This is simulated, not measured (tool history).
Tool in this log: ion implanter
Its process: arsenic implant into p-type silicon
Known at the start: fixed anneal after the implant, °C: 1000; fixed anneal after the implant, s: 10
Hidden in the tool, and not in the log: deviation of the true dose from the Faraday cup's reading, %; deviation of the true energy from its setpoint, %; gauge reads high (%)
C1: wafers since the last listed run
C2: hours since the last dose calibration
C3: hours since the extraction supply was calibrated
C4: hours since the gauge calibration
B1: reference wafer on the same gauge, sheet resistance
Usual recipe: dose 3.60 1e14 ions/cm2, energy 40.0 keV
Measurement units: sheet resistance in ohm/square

Run 1, hour 0.0: usual settings but dose 3.12 1e14 ions/cm2; C1 0; C2 1114.5; C3 5913.3; C4 460.9; B1 208.11. Result: sheet resistance 234.83 ohm/square.
Run 2, hour 17.6: usual settings; C1 539; C2 1132.1; C3 5930.9; C4 478.5; B1 208.07. Result: sheet resistance 212.37 ohm/square.
Run 3, hour 25.4: usual settings; C1 239; C2 1139.9; C3 5938.7; C4 486.3; B1 207.92. Result: sheet resistance 213.27 ohm/square.
Run 4, hour 54.0: usual settings; C1 877; C2 1168.5; C3 5967.3; C4 514.9; B1 208.13. Result: sheet resistance 212.52 ohm/square.
Run 5, hour 70.8: usual settings; C1 515; C2 1185.3; C3 5984.1; C4 531.7; B1 207.98. Result: sheet resistance 212.45 ohm/square.
Run 6, hour 82.1: usual settings; C1 346; C2 1196.6; C3 5995.4; C4 543.0; B1 208.18. Result: sheet resistance 212.48 ohm/square.
At hour 98.9: extraction supply calibrated.
Run 7, hour 99.4: usual settings but dose 3.37 1e14 ions/cm2, energy 43.0 keV; C1 285; C2 1213.9; C3 0.5; C4 560.3; B1 208.15. Result: sheet resistance 221.49 ohm/square.
Run 8, hour 111.4: usual settings but dose 3.37 1e14 ions/cm2, energy 43.0 keV; C1 368; C2 1225.9; C3 12.5; C4 572.3; B1 208.00. Result: sheet resistance 221.71 ohm/square.
Run 9, hour 118.4: usual settings; C1 214; C2 1232.9; C3 19.5; C4 579.3; B1 208.21. Result: sheet resistance 212.99 ohm/square.
Run 10, hour 170.6: usual settings; C1 1601; C2 1285.1; C3 71.7; C4 631.5; B1 208.10. Result: sheet resistance 212.49 ohm/square.
Run 11, hour 177.9: usual settings; C1 223; C2 1292.4; C3 79.0; C4 638.8; B1 207.92. Result: sheet resistance 212.88 ohm/square.
Run 12, hour 186.4: usual settings but dose 4.17 1e14 ions/cm2; C1 260; C2 1300.9; C3 87.5; C4 647.3; B1 208.00. Result: sheet resistance 189.36 ohm/square.
At hour 197.8: gauge calibrated.
Run 13, hour 198.4: usual settings but dose 4.05 1e14 ions/cm2, energy 47.0 keV; C1 368; C2 1312.9; C3 99.5; C4 0.6; B1 208.13. Result: sheet resistance 189.79 ohm/square.
Run 14, hour 204.7: usual settings but energy 45.0 keV; C1 193; C2 1319.2; C3 105.8; C4 6.9; B1 208.08. Result: sheet resistance 208.14 ohm/square.
Run 15, hour 220.0: usual settings but dose 4.52 1e14 ions/cm2, energy 36.0 keV; C1 469; C2 1334.5; C3 121.1; C4 22.2; B1 208.03. Result: sheet resistance 182.28 ohm/square.
Run 16, hour 231.0: usual settings but dose 4.09 1e14 ions/cm2; C1 337; C2 1345.5; C3 132.1; C4 33.2; B1 208.02. Result: sheet resistance 193.03 ohm/square.
Run 17, hour 248.8: usual settings; C1 546; C2 1363.3; C3 149.9; C4 51.0; B1 207.98. Result: sheet resistance 211.03 ohm/square.
Run 18, hour 265.9: usual settings but energy 32.0 keV; C1 524; C2 1380.4; C3 167.0; C4 68.1; B1 207.97. Result: sheet resistance 218.33 ohm/square.
Run 19, hour 277.0: usual settings but dose 3.07 1e14 ions/cm2, energy 53.0 keV; C1 340; C2 1391.5; C3 178.1; C4 79.2; B1 208.06. Result: sheet resistance 230.28 ohm/square.
At hour 292.6: Faraday cup replaced and dose calibrated.
Run 20, hour 293.1: usual settings but dose 2.97 1e14 ions/cm2, energy 53.5 keV; C1 248; C2 0.5; C3 194.2; C4 95.3; B1 207.99. Result: sheet resistance 232.65 ohm/square.
Run 21, hour 302.7: usual settings but dose 4.18 1e14 ions/cm2, energy 29.5 keV; C1 294; C2 10.1; C3 203.8; C4 104.9; B1 208.05. Result: sheet resistance 197.66 ohm/square.
Run 22, hour 316.9: usual settings but dose 4.25 1e14 ions/cm2, energy 44.0 keV; C1 435; C2 24.3; C3 218.0; C4 119.1; B1 207.97. Result: sheet resistance 184.94 ohm/square.
Run 23, hour 323.4: usual settings but dose 3.90 1e14 ions/cm2, energy 45.5 keV; C1 199; C2 30.8; C3 224.5; C4 125.6; B1 207.99. Result: sheet resistance 194.61 ohm/square.
Run 24, hour 331.8: usual settings but dose 2.92 1e14 ions/cm2, energy 28.5 keV; C1 257; C2 39.2; C3 232.9; C4 134.0; B1 208.00. Result: sheet resistance 261.47 ohm/square.
Run 25, hour 340.0: usual settings but dose 4.61 1e14 ions/cm2, energy 45.5 keV; C1 251; C2 47.4; C3 241.1; C4 142.2; B1 207.95. Result: sheet resistance 171.94 ohm/square.
Run 26, hour 352.0: usual settings but dose 4.30 1e14 ions/cm2, energy 44.5 keV; C1 368; C2 59.4; C3 253.1; C4 154.2; B1 208.17. Result: sheet resistance 183.16 ohm/square.
Run 27, hour 360.4: usual settings but dose 3.96 1e14 ions/cm2, energy 26.5 keV; C1 257; C2 67.8; C3 261.5; C4 162.6; B1 207.93. Result: sheet resistance 209.59 ohm/square.
Run 28, hour 377.1: usual settings; C1 512; C2 84.5; C3 278.2; C4 179.3; B1 207.98. Result: sheet resistance 212.70 ohm/square.
Run 29, hour 395.0: usual settings; C1 549; C2 102.4; C3 296.1; C4 197.2; B1 207.95. Result: sheet resistance 211.93 ohm/square.
Run 30, hour 408.4: usual settings but dose 4.35 1e14 ions/cm2, energy 45.5 keV; C1 411; C2 115.8; C3 309.5; C4 210.6; B1 208.00. Result: sheet resistance 181.73 ohm/square.
Run 31, hour 418.4: usual settings but energy 34.5 keV; C1 306; C2 125.8; C3 319.5; C4 220.6; B1 207.92. Result: sheet resistance 216.48 ohm/square.
Run 32, hour 429.2: usual settings but dose 3.17 1e14 ions/cm2, energy 29.0 keV; C1 331; C2 136.6; C3 330.3; C4 231.4; B1 207.97. Result: sheet resistance 245.36 ohm/square.
Run 33, hour 440.2: usual settings; C1 337; C2 147.6; C3 341.3; C4 242.4; B1 207.94. Result: sheet resistance 212.76 ohm/square.
Run 34, hour 456.8: usual settings; C1 509; C2 164.2; C3 357.9; C4 259.0; B1 208.06. Result: sheet resistance 212.69 ohm/square.
Run 35, hour 469.2: usual settings; C1 380; C2 176.6; C3 370.3; C4 271.4; B1 207.91. Result: sheet resistance 213.16 ohm/square.
Run 36, hour 485.0: usual settings; C1 484; C2 192.4; C3 386.1; C4 287.2; B1 207.98. Result: sheet resistance 212.44 ohm/square.

Hidden state, per run?
deviation of the true dose from the Faraday cup's reading, %: 0 in every run
deviation of the true energy from its setpoint, %: 0 in every run
gauge reads high (%): 0 in every run
